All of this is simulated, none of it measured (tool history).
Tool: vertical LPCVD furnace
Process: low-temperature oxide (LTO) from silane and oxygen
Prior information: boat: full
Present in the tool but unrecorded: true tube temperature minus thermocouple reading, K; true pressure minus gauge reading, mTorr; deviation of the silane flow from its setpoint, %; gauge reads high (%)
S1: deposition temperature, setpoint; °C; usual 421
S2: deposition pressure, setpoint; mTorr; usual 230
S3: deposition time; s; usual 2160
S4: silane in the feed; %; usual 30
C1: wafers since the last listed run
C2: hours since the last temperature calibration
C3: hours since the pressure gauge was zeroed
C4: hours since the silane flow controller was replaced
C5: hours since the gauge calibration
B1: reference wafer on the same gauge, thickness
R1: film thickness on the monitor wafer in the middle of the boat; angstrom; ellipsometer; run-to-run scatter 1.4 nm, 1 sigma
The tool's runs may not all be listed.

run 1 hour=0.0 | S1=421 S2=230 S3=2160 S4=34 | C1=0 C2=2129.6 C3=2735.9 C4=5880.4 C5=723.5 | B1=370.99 | R1=3490.3
run 2 hour=56.4 | S1=421 S2=230 S3=2160 S4=34 | C1=528 C2=2186.0 C3=2792.3 C4=5936.8 C5=779.9 | B1=370.87 | R1=3493.3
run 3 hour=121.2 | S1=421 S2=230 S3=2160 S4=34 | C1=606 C2=2250.8 C3=2857.1 C4=6001.6 C5=844.7 | B1=371.00 | R1=3484.6
run 4 hour=175.0 | S1=421 S2=230 S3=2160 S4=30 | C1=503 C2=2304.6 C3=2910.9 C4=6055.4 C5=898.5 | B1=371.20 | R1=2941.8
run 5 hour=292.4 | S1=421 S2=230 S3=2160 S4=30 | C1=1099 C2=2422.0 C3=3028.3 C4=6172.8 C5=1015.9 | B1=370.96 | R1=2944.2
run 6 hour=352.2 | S1=421 S2=230 S3=2160 S4=30 | C1=560 C2=2481.8 C3=3088.1 C4=6232.6 C5=1075.7 | B1=370.95 | R1=2931.7
run 7 hour=384.0 | S1=421 S2=230 S3=2160 S4=27 | C1=297 C2=2513.6 C3=3119.9 C4=6264.4 C5=1107.5 | B1=371.07 | R1=2541.9
run 8 hour=417.3 | S1=421 S2=230 S3=2160 S4=27 | C1=311 C2=2546.9 C3=3153.2 C4=6297.7 C5=1140.8 | B1=371.22 | R1=2513.7
-- hour=475.8 gauge calibrated
-- hour=491.8 silane flow controller replaced
run 9 hour=492.3 | S1=421 S2=230 S3=2160 S4=27 | C1=477 C2=2621.9 C3=3228.2 C4=0.5 C5=16.5 | B1=370.97 | R1=2535.7
run 10 hour=526.6 | S1=421 S2=230 S3=2160 S4=30 | C1=321 C2=2656.2 C3=3262.5 C4=34.8 C5=50.8 | B1=370.96 | R1=2937.4
-- hour=578.7 pressure gauge zeroed
run 11 hour=579.2 | S1=421 S2=230 S3=2160 S4=30 | C1=267 C2=2708.8 C3=0.5 C4=87.4 C5=103.4 | B1=370.74 | R1=3064.4
run 12 hour=615.7 | S1=421 S2=230 S3=2160 S4=30 | C1=341 C2=2745.3 C3=37.0 C4=123.9 C5=139.9 | B1=371.16 | R1=3073.1
run 13 hour=683.1 | S1=421 S2=230 S3=2160 S4=30 | C1=631 C2=2812.7 C3=104.4 C4=191.3 C5=207.3 | B1=371.16 | R1=3062.4
run 14 hour=719.3 | S1=415 S2=230 S3=1560 S4=34 | C1=339 C2=2848.9 C3=140.6 C4=227.5 C5=243.5 | B1=370.90 | R1=2437.2
run 15 hour=766.6 | S1=415 S2=230 S3=2160 S4=30 | C1=443 C2=2896.2 C3=187.9 C4=274.8 C5=290.8 | B1=370.97 | R1=2842.8
run 16 hour=807.3 | S1=421 S2=230 S3=2160 S4=30 | C1=381 C2=2936.9 C3=228.6 C4=315.5 C5=331.5 | B1=370.77 | R1=3042.5
-- hour=882.1 thermocouples replaced and temperature profile calibrated
run 17 hour=921.6 | S1=421 S2=230 S3=2160 S4=36 | C1=845 C2=39.5 C3=342.9 C4=429.8 C5=445.8 | B1=371.01 | R1=3823.5
run 18 hour=983.3 | S1=421 S2=230 S3=2160 S4=30 | C1=577 C2=101.2 C3=404.6 C4=491.5 C5=507.5 | B1=371.24 | R1=3011.1
run 19 hour=1052.9 | S1=421 S2=195 S3=2160 S4=30 | C1=651 C2=170.8 C3=474.2 C4=561.1 C5=577.1 | B1=370.72 | R1=2540.8
run 20 hour=1101.8 | S1=415 S2=210 S3=2160 S4=32 | C1=458 C2=219.7 C3=523.1 C4=610.0 C5=626.0 | B1=371.12 | R1=2804.3
run 21 hour=1172.0 | S1=421 S2=230 S3=1950 S4=33 | C1=657 C2=289.9 C3=593.3 C4=680.2 C5=696.2 | B1=371.28 | R1=3084.2
run 22 hour=1213.8 | S1=421 S2=230 S3=2160 S4=30 | C1=391 C2=331.7 C3=635.1 C4=722.0 C5=738.0 | B1=370.95 | R1=3000.3
run 23 hour=1277.8 | S1=421 S2=230 S3=1650 S4=32 | C1=599 C2=395.7 C3=699.1 C4=786.0 C5=802.0 | B1=371.20 | R1=2486.4
run 24 hour=1346.9 | S1=428 S2=205 S3=2550 S4=34 | C1=647 C2=464.8 C3=768.2 C4=855.1 C5=871.1 | B1=370.98 | R1=4004.1
run 25 hour=1383.1 | S1=418 S2=230 S3=1920 S4=34 | C1=339 C2=501.0 C3=804.4 C4=891.3 C5=907.3 | B1=371.18 | R1=3037.1
run 26 hour=1420.0 | S1=421 S2=230 S3=2160 S4=30 | C1=345 C2=537.9 C3=841.3 C4=928.2 C5=944.2 | B1=370.99 | R1=2973.9

Alternative continuations, all from the tool just after run 26; predict every row:
run A hour=1424.7 | S1=421 S2=230 S3=2160 S4=30 | C1=44 C2=542.6 C3=846.0 C4=932.9 C5=948.9 | B1=? | R1=?
run B hour=1424.7 | S1=433 S2=230 S3=2160 S4=33 | C1=44 C2=542.6 C3=846.0 C4=932.9 C5=948.9 | B1=? | R1=?
run C hour=1424.7 | S1=413 S2=280 S3=2160 S4=35 | C1=44 C2=542.6 C3=846.0 C4=932.9 C5=948.9 | B1=? | R1=?
run D hour=1424.7 | S1=416 S2=280 S3=1320 S4=26 | C1=44 C2=542.6 C3=846.0 C4=932.9 C5=948.9 | B1=? | R1=?

run=A B1=370.98 R1=2966.7
run=B B1=370.98 R1=3834.3
run=C B1=370.98 R1=4107.0
run=D B1=370.98 R1=1704.4
Without the tool's hidden state the same runs would have given:
run=A R1=3090.1
run=B R1=3993.8
run=C R1=4246.3
run=D R1=1762.2
